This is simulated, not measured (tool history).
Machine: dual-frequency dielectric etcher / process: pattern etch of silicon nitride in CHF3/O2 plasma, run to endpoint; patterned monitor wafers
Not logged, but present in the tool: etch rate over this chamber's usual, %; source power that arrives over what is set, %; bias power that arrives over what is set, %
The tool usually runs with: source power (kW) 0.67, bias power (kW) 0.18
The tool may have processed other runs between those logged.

run     day  source power (kW)  bias power (kW)  wafers since the last listed run  hours since the last wet clean  hours since the last source power generator calibration  hours since the last bias power generator calibration  hours since the last upper electrode change  incoming incoming film thickness, nm  endpoint time (s)
  1       0               0.67             0.21                                 0                           167.1                                                   4412.8                                                 4278.3                                       5743.3                                  76.8               49.3
  2   0.842               0.67             0.21                               321                           187.3                                                     4433                                                 4298.5                                       5763.5                                    78               50.8
  3   2.262               0.67             0.21                               543                           221.4                                                   4467.1                                                 4332.6                                       5797.6                                  77.3               50.1
  4   3.346               0.67             0.18                               414                           247.4                                                   4493.1                                                 4358.6                                       5823.6                                    77               52.8
  5   4.429               0.71             0.18                               414                           273.4                                                   4519.1                                                 4384.6                                       5849.6                                  77.9                 52
  6   5.483               0.71             0.18                               403                           298.7                                                   4544.4                                                 4409.9                                       5874.9                                  77.7               51.7
      5.996  -- bias power generator calibrated
      6.817  -- wet clean of the chamber
  7   6.838               0.67             0.18                               139                             0.5                                                   4576.9                                                   20.2                                       5907.4                                  77.7                 55
  8   7.683               0.67             0.18                               323                            20.8                                                   4597.2                                                   40.5                                       5927.7                                  76.9               53.8
      8.708  -- source power generator calibrated
  9   8.729               0.56            0.156                               336                            45.9                                                      0.5                                                   65.6                                       5952.8                                  77.2               60.2
 10   9.783               0.57            0.137                               403                            71.2                                                     25.8                                                   90.9                                       5978.1                                  77.9               63.1
 11  10.575               0.75            0.195                               302                            90.2                                                     44.8                                                  109.9                                       5997.1                                  77.6               51.1
     11.842  -- upper electrode replaced
 12  11.862               0.59            0.194                               109                           121.1                                                     75.7                                                  140.8                                          0.5                                    77               53.9
 13  12.846               0.67             0.18                               375                           144.7                                                     99.3                                                  164.4                                         24.1                                  77.8               53.8
 14  14.071               0.59            0.212                               468                           174.1                                                    128.7                                                  193.8                                         53.5                                  76.7               51.7
 15      15               0.67            0.202                               355                           196.4                                                      151                                                  216.1                                         75.8                                  77.9               50.9
 16  16.067               0.62            0.195                               407                             222                                                    176.6                                                  241.7                                        101.4                                  76.8               52.8

What would each run have given without the hidden state, its run-to-run variation left as it was?
run  endpoint time (s)
  1               50.5
  2               52.2
  3               51.7
  4               54.7
  5               54.1
  6                 54
  7               55.2
  8               54.1
  9               60.8
 10                 64
 11               51.9
 12                 55
 13               55.1
 14               53.2
 15               52.5
 16               54.7
